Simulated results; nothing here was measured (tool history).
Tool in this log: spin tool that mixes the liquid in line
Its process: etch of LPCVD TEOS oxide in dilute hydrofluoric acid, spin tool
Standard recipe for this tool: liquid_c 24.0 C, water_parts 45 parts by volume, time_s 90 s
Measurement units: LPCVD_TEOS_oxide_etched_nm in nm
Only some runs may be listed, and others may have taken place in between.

run	hour	liquid_c	water_parts	time_s	wafers since the last listed run	hours since the thermometer was replaced	hours since the hydrofluoric acid flow meter was replaced	hours since the gauge calibration	read-back film thickness of the LPCVD TEOS oxide reference wafer, read on the same gauge (nm)	LPCVD_TEOS_oxide_etched_nm
1	0.0	24.0	45	90	0	951.3	898.1	60.2	99.97	65.66
2	8.0	24.0	45	90	67	959.3	906.1	68.2	100.02	65.26
3	16.6	24.0	45	90	72	967.9	914.7	76.8	100.03	66.05
4	27.9	24.0	45	120	95	979.2	926.0	88.1	100.03	87.13
5	37.7	24.0	45	120	82	989.0	935.8	97.9	99.99	87.16
6	48.2	24.0	45	120	88	999.5	946.3	108.4	100.05	88.90
7	63.8	24.0	45	90	131	1015.1	961.9	124.0	99.99	65.34
# hour 101.2: gauge calibrated
# hour 101.5: thermometer replaced
8	112.9	24.0	45	90	405	11.4	1011.0	11.7	100.00	60.48
9	121.3	24.0	45	90	70	19.8	1019.4	20.1	100.04	61.46
10	129.8	24.0	45	90	71	28.3	1027.9	28.6	100.03	60.89
11	170.1	24.0	35	140	340	68.6	1068.2	68.9	100.03	123.45
12	179.3	19.5	50	70	77	77.8	1077.4	78.1	99.98	34.98
13	188.5	19.5	50	140	77	87.0	1086.6	87.3	100.02	69.25
# hour 195.5: hydrofluoric acid flow meter replaced
14	197.4	24.0	45	90	66	95.9	1.9	96.2	99.97	60.87
15	215.1	25.5	45	120	149	113.6	19.6	113.9	100.00	86.35
16	223.3	24.0	45	90	69	121.8	27.8	122.1	99.98	61.34
17	241.0	20.0	25	105	149	139.5	45.5	139.8	100.01	112.16
18	258.5	24.0	25	90	147	157.0	63.0	157.3	100.00	113.23
19	271.6	24.0	45	105	110	170.1	76.1	170.4	100.01	71.43
20	278.3	20.0	45	140	56	176.8	82.8	177.1	100.01	81.33

What if the next run were any one of these 4? Each begins from the tool's condition after run 20:
A	278.7	24.0	45	90	3	177.2	83.2	177.5	?	?
B	278.7	19.5	45	120	3	177.2	83.2	177.5	?	?
C	278.7	25.5	55	50	3	177.2	83.2	177.5	?	?
D	278.7	24.0	55	120	3	177.2	83.2	177.5	?	?

run	read-back film thickness of the LPCVD TEOS oxide reference wafer, read on the same gauge (nm)	LPCVD_TEOS_oxide_etched_nm
A	100.00	61.26
B	100.00	67.68
C	100.00	29.19
D	100.00	65.94
The same runs, with their run-to-run variation unchanged, on a tool lacking any hidden condition would have given:
run	LPCVD_TEOS_oxide_etched_nm
A	59.38
B	65.52
C	28.31
D	63.92
